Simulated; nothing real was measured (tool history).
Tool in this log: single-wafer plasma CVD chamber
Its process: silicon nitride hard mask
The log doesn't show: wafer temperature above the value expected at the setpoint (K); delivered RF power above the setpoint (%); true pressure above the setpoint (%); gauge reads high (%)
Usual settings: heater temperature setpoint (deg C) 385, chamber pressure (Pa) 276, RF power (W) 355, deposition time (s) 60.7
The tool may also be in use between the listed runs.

| run | hour | heater temperature setpoint (deg C) | chamber pressure (Pa) | RF power (W) | deposition time (s) | wafers since the last listed run | hours since the last thermocouple change | hours since the last RF generator calibration | hours since the last manometer calibration | hours since the showerhead was replaced | hours since the gauge calibration | read-back reference wafer on the same gauge, thickness_nm | mean film thickness on the monitor wafer (nm) |
|---|---|---|---|---|---|---|---|---|---|---|---|---|---|
| 1 | 0.0 | 385 | 276 | 355 | 60.7 | 0 | 2144.6 | 666.2 | 1787.8 | 4391.8 | 209.3 | 75.088 | 79.986 |
| 2 | 55.1 | 385 | 293 | 355 | 60.7 | 589 | 2199.7 | 721.3 | 1842.9 | 4446.9 | 264.4 | 74.810 | 81.288 |
| 3 | 99.6 | 385 | 293 | 355 | 60.7 | 475 | 2244.2 | 765.8 | 1887.4 | 4491.4 | 308.9 | 74.670 | 80.936 |
| 4 | 129.0 | 385 | 276 | 405 | 60.7 | 314 | 2273.6 | 795.2 | 1916.8 | 4520.8 | 338.3 | 74.605 | 85.270 |
| 5 | 161.6 | 385 | 276 | 405 | 60.7 | 348 | 2306.2 | 827.8 | 1949.4 | 4553.4 | 370.9 | 74.566 | 85.197 |
| 6 | 188.2 | 375 | 276 | 355 | 60.7 | 284 | 2332.8 | 854.4 | 1976.0 | 4580.0 | 397.5 | 74.554 | 79.645 |
|  | 210.4 | RF generator calibrated |
| 7 | 214.4 | 375 | 276 | 355 | 60.7 | 194 | 2359.0 | 4.0 | 2002.2 | 4606.2 | 423.7 | 74.555 | 79.563 |
| 8 | 249.2 | 385 | 276 | 355 | 60.7 | 372 | 2393.8 | 38.8 | 2037.0 | 4641.0 | 458.5 | 74.440 | 79.351 |
| 9 | 265.9 | 385 | 276 | 400 | 55.2 | 178 | 2410.5 | 55.5 | 2053.7 | 4657.7 | 475.2 | 74.472 | 77.202 |
| 10 | 286.9 | 385 | 276 | 355 | 60.7 | 224 | 2431.5 | 76.5 | 2074.7 | 4678.7 | 496.2 | 74.423 | 79.339 |
| 11 | 305.0 | 385 | 276 | 355 | 60.7 | 193 | 2449.6 | 94.6 | 2092.8 | 4696.8 | 514.3 | 74.398 | 78.782 |
|  | 336.0 | capacitance manometer re-zeroed and calibrated |
| 12 | 336.5 | 396 | 315 | 355 | 60.7 | 251 | 2481.1 | 126.1 | 0.5 | 4728.3 | 545.8 | 74.389 | 81.863 |
| 13 | 347.8 | 385 | 276 | 355 | 60.7 | 120 | 2492.4 | 137.4 | 11.8 | 4739.6 | 557.1 | 74.409 | 79.274 |
| 14 | 369.9 | 385 | 276 | 420 | 71.0 | 236 | 2514.5 | 159.5 | 33.9 | 4761.7 | 579.2 | 74.431 | 101.183 |
| 15 | 387.6 | 394 | 212 | 405 | 60.7 | 189 | 2532.2 | 177.2 | 51.6 | 4779.4 | 596.9 | 74.398 | 77.535 |
| 16 | 404.7 | 399 | 276 | 355 | 53.0 | 182 | 2549.3 | 194.3 | 68.7 | 4796.5 | 614.0 | 74.359 | 68.849 |
|  | 424.7 | thermocouple changed; heater temperature recalibrated |
| 17 | 437.2 | 385 | 276 | 400 | 55.2 | 262 | 12.5 | 226.8 | 101.2 | 4829.0 | 646.5 | 74.290 | 76.961 |
| 18 | 460.1 | 385 | 308 | 405 | 72.1 | 244 | 35.4 | 249.7 | 124.1 | 4851.9 | 669.4 | 74.460 | 104.304 |
|  | 466.3 | gauge calibrated |
|  | 481.5 | showerhead replaced |
| 19 | 482.9 | 392 | 340 | 400 | 60.7 | 158 | 58.2 | 272.5 | 146.9 | 1.4 | 16.6 | 75.951 | 90.707 |
| 20 | 518.0 | 374 | 316 | 415 | 60.7 | 375 | 93.3 | 307.6 | 182.0 | 36.5 | 51.7 | 75.687 | 91.919 |
| 21 | 542.2 | 385 | 309 | 375 | 60.7 | 258 | 117.5 | 331.8 | 206.2 | 60.7 | 75.9 | 75.539 | 85.224 |
| 22 | 560.7 | 390 | 308 | 290 | 49.0 | 197 | 136.0 | 350.3 | 224.7 | 79.2 | 94.4 | 75.519 | 59.762 |
| 23 | 573.1 | 399 | 237 | 355 | 51.8 | 132 | 148.4 | 362.7 | 237.1 | 91.6 | 106.8 | 75.215 | 64.693 |
| 24 | 600.6 | 390 | 308 | 290 | 49.0 | 294 | 175.9 | 390.2 | 264.6 | 119.1 | 134.3 | 75.108 | 59.681 |
| 25 | 620.7 | 385 | 276 | 390 | 67.2 | 214 | 196.0 | 410.3 | 284.7 | 139.2 | 154.4 | 75.019 | 93.021 |
| 26 | 644.3 | 385 | 320 | 325 | 49.0 | 252 | 219.6 | 433.9 | 308.3 | 162.8 | 178.0 | 75.069 | 64.150 |
| 27 | 676.0 | 381 | 276 | 400 | 60.7 | 338 | 251.3 | 465.6 | 340.0 | 194.5 | 209.7 | 74.854 | 85.634 |
| 28 | 697.9 | 385 | 276 | 300 | 60.7 | 234 | 273.2 | 487.5 | 361.9 | 216.4 | 231.6 | 74.764 | 72.192 |

Describe how what the log doesn't record of the tool's condition differs between the last listed run preceding each entry between runs and the first listed run following it.
Logged between run 6 and run 7: RF generator calibrated (hour 210.4)
  gauge reads high (%): -2.02 -> -2.07
  difference, measured minus the result without the unlogged condition, mean film thickness on the monitor wafer (nm): -1.645 -> -1.679
Logged between run 11 and run 12: capacitance manometer re-zeroed and calibrated (hour 336.0)
  gauge reads high (%): -2.18 -> -2.21
  difference, measured minus the result without the unlogged condition, mean film thickness on the monitor wafer (nm): -1.756 -> -1.850
Logged between run 16 and run 17: thermocouple changed; heater temperature recalibrated (hour 424.7)
  gauge reads high (%): -2.26 -> -2.28
  difference, measured minus the result without the unlogged condition, mean film thickness on the monitor wafer (nm): -1.591 -> -1.793
Logged between run 18 and run 19: gauge calibrated (hour 466.3); showerhead replaced (hour 481.5)
  gauge reads high (%): -2.29 -> -0.193
  difference, measured minus the result without the unlogged condition, mean film thickness on the monitor wafer (nm): -2.442 -> -0.176
